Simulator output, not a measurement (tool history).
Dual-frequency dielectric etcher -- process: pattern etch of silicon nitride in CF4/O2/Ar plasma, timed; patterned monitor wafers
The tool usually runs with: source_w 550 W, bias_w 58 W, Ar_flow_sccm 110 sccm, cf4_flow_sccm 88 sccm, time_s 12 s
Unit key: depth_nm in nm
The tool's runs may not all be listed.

run,hour,source_w,bias_w,Ar_flow_sccm,cf4_flow_sccm,time_s,wafers since the last listed run,hours since the last wet clean,hours since the last source power generator calibration,hours since the last bias power generator calibration,hours since the last Ar flow controller change,hours since the last CF4 flow controller change,hours since the last upper electrode change,hours since the gauge calibration,"read-back reference wafer on the same gauge, depth_nm",depth_nm
1,0,550,58,110,88,12,0,254.4,1177.6,4180.1,2174.3,1592,4914.8,942.4,25.8,26.81
# hour 25.6: Ar flow controller replaced
2,26.1,550,58,110,88,12,252,280.5,1203.7,4206.2,0.5,1618.1,4940.9,968.5,25.79,27.27
3,41.8,690,49,110,88,10,197,296.2,1219.4,4221.9,16.2,1633.8,4956.6,984.2,25.85,25.24
4,70.8,550,58,94,88,12,364,325.2,1248.4,4250.9,45.2,1662.8,4985.6,1013.2,25.88,27.67
5,86,650,58,110,88,12,191,340.4,1263.6,4266.1,60.4,1678,5000.8,1028.4,25.86,31.58
# hour 135.8: gauge calibrated
6,138.6,550,58,110,88,12,662,393,1316.2,4318.7,113,1730.6,5053.4,2.8,24.74,26.21
7,173.2,550,62,131,88,12,435,427.6,1350.8,4353.3,147.6,1765.2,5088,37.4,24.78,26.69
# hour 194.3: source power generator calibrated
8,202.1,550,58,110,88,12,313,456.5,7.8,4382.2,176.5,1794.1,5116.9,66.3,24.81,25.88
# hour 227.5: wet clean of the chamber
9,228,420,58,110,88,14.5,23,0.5,33.7,4408.1,202.4,1820,5142.8,92.2,24.85,24.87
10,266.2,460,52,110,88,13.5,480,38.7,71.9,4446.3,240.6,1858.2,5181,130.4,24.87,23.62
# hour 296.5: bias power generator calibrated
11,300.7,460,52,110,88,13.5,383,73.2,106.4,4.2,275.1,1892.7,5215.5,164.9,24.92,23.58
# hour 312.1: CF4 flow controller replaced
# hour 331.3: upper electrode replaced
12,331.8,550,58,110,88,12,73,104.3,137.5,35.3,306.2,19.7,0.5,196,24.93,26.12

Predict the results of run 13:
13,350.8,550,58,110,94,10,239,123.3,156.5,54.3,325.2,38.7,19.5,215,?,?

read-back reference wafer on the same gauge, depth_nm: 24.96
depth_nm: 22.02 nm
With no hidden state in the tool, this same run would have given depth_nm 21.88 nm.
